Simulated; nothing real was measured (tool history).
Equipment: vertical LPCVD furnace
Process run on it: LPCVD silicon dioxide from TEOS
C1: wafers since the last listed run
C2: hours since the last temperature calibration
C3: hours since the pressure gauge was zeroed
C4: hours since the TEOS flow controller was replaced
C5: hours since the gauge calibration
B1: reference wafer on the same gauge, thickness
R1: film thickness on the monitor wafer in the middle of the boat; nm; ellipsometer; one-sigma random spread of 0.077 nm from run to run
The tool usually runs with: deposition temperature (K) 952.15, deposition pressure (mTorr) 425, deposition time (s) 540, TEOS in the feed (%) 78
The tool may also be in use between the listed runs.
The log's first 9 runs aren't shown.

{"run": 10, "hour": 119.3, "deposition temperature (K)": 952.15, "deposition pressure (mTorr)": 425, "deposition time (s)": 540, "TEOS in the feed (%)": 78, "C1": 253, "C2": 55, "C3": 4365.7, "C4": 5382.4, "C5": 710.6, "B1": 47.39, "R1": 51.49}
{"run": 11, "hour": 126.0, "deposition temperature (K)": 952.15, "deposition pressure (mTorr)": 425, "deposition time (s)": 540, "TEOS in the feed (%)": 78, "C1": 118, "C2": 61.7, "C3": 4372.4, "C4": 5389.1, "C5": 717.3, "B1": 47.4, "R1": 51.42}
{"run": 12, "hour": 136.5, "deposition temperature (K)": 952.15, "deposition pressure (mTorr)": 325, "deposition time (s)": 540, "TEOS in the feed (%)": 78, "C1": 185, "C2": 72.2, "C3": 4382.9, "C4": 5399.6, "C5": 727.8, "B1": 47.41, "R1": 45.06}
{"run": 13, "hour": 144.3, "deposition temperature (K)": 952.15, "deposition pressure (mTorr)": 425, "deposition time (s)": 540, "TEOS in the feed (%)": 78, "C1": 137, "C2": 80, "C3": 4390.7, "C4": 5407.4, "C5": 735.6, "B1": 47.41, "R1": 51.51}
{"hour": 154.4, "done": "gauge calibrated"}
{"run": 14, "hour": 154.8, "deposition temperature (K)": 952.15, "deposition pressure (mTorr)": 425, "deposition time (s)": 540, "TEOS in the feed (%)": 78, "C1": 185, "C2": 90.5, "C3": 4401.2, "C4": 5417.9, "C5": 0.4, "B1": 47.41, "R1": 51.41}
{"run": 15, "hour": 171.0, "deposition temperature (K)": 952.15, "deposition pressure (mTorr)": 390, "deposition time (s)": 540, "TEOS in the feed (%)": 84, "C1": 285, "C2": 106.7, "C3": 4417.4, "C4": 5434.1, "C5": 16.6, "B1": 47.39, "R1": 51.2}
{"run": 16, "hour": 181.6, "deposition temperature (K)": 946.15, "deposition pressure (mTorr)": 425, "deposition time (s)": 540, "TEOS in the feed (%)": 91, "C1": 186, "C2": 117.3, "C3": 4428, "C4": 5444.7, "C5": 27.2, "B1": 47.4, "R1": 48.09}
{"hour": 210.6, "done": "pressure gauge zeroed"}
{"hour": 217.4, "done": "TEOS flow controller replaced"}
{"run": 17, "hour": 217.9, "deposition temperature (K)": 952.15, "deposition pressure (mTorr)": 425, "deposition time (s)": 450, "TEOS in the feed (%)": 92, "C1": 96, "C2": 153.6, "C3": 7.3, "C4": 0.5, "C5": 63.5, "B1": 47.4, "R1": 46.74}
{"run": 18, "hour": 221.2, "deposition temperature (K)": 945.15, "deposition pressure (mTorr)": 480, "deposition time (s)": 540, "TEOS in the feed (%)": 93, "C1": 58, "C2": 156.9, "C3": 10.6, "C4": 3.8, "C5": 66.8, "B1": 47.4, "R1": 50.44}
{"run": 19, "hour": 224.4, "deposition temperature (K)": 952.15, "deposition pressure (mTorr)": 425, "deposition time (s)": 540, "TEOS in the feed (%)": 78, "C1": 56, "C2": 160.1, "C3": 13.8, "C4": 7, "C5": 70, "B1": 47.37, "R1": 51.58}
{"run": 20, "hour": 233.6, "deposition temperature (K)": 961.15, "deposition pressure (mTorr)": 425, "deposition time (s)": 540, "TEOS in the feed (%)": 72, "C1": 162, "C2": 169.3, "C3": 23, "C4": 16.2, "C5": 79.2, "B1": 47.4, "R1": 61.59}
{"run": 21, "hour": 242.1, "deposition temperature (K)": 952.15, "deposition pressure (mTorr)": 425, "deposition time (s)": 540, "TEOS in the feed (%)": 78, "C1": 149, "C2": 177.8, "C3": 31.5, "C4": 24.7, "C5": 87.7, "B1": 47.41, "R1": 51.62}
{"run": 22, "hour": 253.7, "deposition temperature (K)": 952.15, "deposition pressure (mTorr)": 425, "deposition time (s)": 480, "TEOS in the feed (%)": 78, "C1": 204, "C2": 189.4, "C3": 43.1, "C4": 36.3, "C5": 99.3, "B1": 47.41, "R1": 45.96}
{"run": 23, "hour": 265.5, "deposition temperature (K)": 944.15, "deposition pressure (mTorr)": 425, "deposition time (s)": 540, "TEOS in the feed (%)": 93, "C1": 207, "C2": 201.2, "C3": 54.9, "C4": 48.1, "C5": 111.1, "B1": 47.39, "R1": 46.35}
{"run": 24, "hour": 274.5, "deposition temperature (K)": 959.15, "deposition pressure (mTorr)": 370, "deposition time (s)": 750, "TEOS in the feed (%)": 89, "C1": 158, "C2": 210.2, "C3": 63.9, "C4": 57.1, "C5": 120.1, "B1": 47.39, "R1": 84.53}
{"run": 25, "hour": 290.4, "deposition temperature (K)": 952.15, "deposition pressure (mTorr)": 505, "deposition time (s)": 540, "TEOS in the feed (%)": 69, "C1": 280, "C2": 226.1, "C3": 79.8, "C4": 73, "C5": 136, "B1": 47.4, "R1": 52.96}
{"run": 26, "hour": 303.6, "deposition temperature (K)": 952.15, "deposition pressure (mTorr)": 385, "deposition time (s)": 630, "TEOS in the feed (%)": 78, "C1": 232, "C2": 239.3, "C3": 93, "C4": 86.2, "C5": 149.2, "B1": 47.4, "R1": 57.55}
{"run": 27, "hour": 313.5, "deposition temperature (K)": 963.15, "deposition pressure (mTorr)": 325, "deposition time (s)": 540, "TEOS in the feed (%)": 92, "C1": 174, "C2": 249.2, "C3": 102.9, "C4": 96.1, "C5": 159.1, "B1": 47.39, "R1": 63.88}
{"run": 28, "hour": 330.7, "deposition temperature (K)": 941.15, "deposition pressure (mTorr)": 455, "deposition time (s)": 330, "TEOS in the feed (%)": 87, "C1": 303, "C2": 266.4, "C3": 120.1, "C4": 113.3, "C5": 176.3, "B1": 47.38, "R1": 26.38}
{"run": 29, "hour": 337.4, "deposition temperature (K)": 952.15, "deposition pressure (mTorr)": 465, "deposition time (s)": 540, "TEOS in the feed (%)": 78, "C1": 118, "C2": 273.1, "C3": 126.8, "C4": 120, "C5": 183, "B1": 47.4, "R1": 54.17}
{"run": 30, "hour": 347.6, "deposition temperature (K)": 944.15, "deposition pressure (mTorr)": 425, "deposition time (s)": 540, "TEOS in the feed (%)": 78, "C1": 179, "C2": 283.3, "C3": 137, "C4": 130.2, "C5": 193.2, "B1": 47.4, "R1": 42.63}

Alternative continuations, all from the tool just after run 30; predict every row:
{"run": "A", "hour": 351.0, "deposition temperature (K)": 952.15, "deposition pressure (mTorr)": 425, "deposition time (s)": 540, "TEOS in the feed (%)": 78, "C1": 59, "C2": 286.7, "C3": 140.4, "C4": 133.6, "C5": 196.6, "B1": "?", "R1": "?"}
{"run": "B", "hour": 351.0, "deposition temperature (K)": 956.15, "deposition pressure (mTorr)": 425, "deposition time (s)": 540, "TEOS in the feed (%)": 78, "C1": 59, "C2": 286.7, "C3": 140.4, "C4": 133.6, "C5": 196.6, "B1": "?", "R1": "?"}
{"run": "C", "hour": 351.0, "deposition temperature (K)": 952.15, "deposition pressure (mTorr)": 425, "deposition time (s)": 540, "TEOS in the feed (%)": 88, "C1": 59, "C2": 286.7, "C3": 140.4, "C4": 133.6, "C5": 196.6, "B1": "?", "R1": "?"}
{"run": "D", "hour": 351.0, "deposition temperature (K)": 959.15, "deposition pressure (mTorr)": 475, "deposition time (s)": 450, "TEOS in the feed (%)": 70, "C1": 59, "C2": 286.7, "C3": 140.4, "C4": 133.6, "C5": 196.6, "B1": "?", "R1": "?"}
{"run": "E", "hour": 351.0, "deposition temperature (K)": 963.15, "deposition pressure (mTorr)": 425, "deposition time (s)": 540, "TEOS in the feed (%)": 73, "C1": 59, "C2": 286.7, "C3": 140.4, "C4": 133.6, "C5": 196.6, "B1": "?", "R1": "?"}

run=A B1=47.38 R1=51.63
run=B B1=47.38 R1=56.87
run=C B1=47.38 R1=54.84
run=D B1=47.38 R1=51.01
run=E B1=47.38 R1=65.05
Stripped of hidden state, with their random variation kept, the same runs would have yielded:
run=A R1=51.29
run=B R1=56.5
run=C R1=54.48
run=D R1=50.68
run=E R1=64.63

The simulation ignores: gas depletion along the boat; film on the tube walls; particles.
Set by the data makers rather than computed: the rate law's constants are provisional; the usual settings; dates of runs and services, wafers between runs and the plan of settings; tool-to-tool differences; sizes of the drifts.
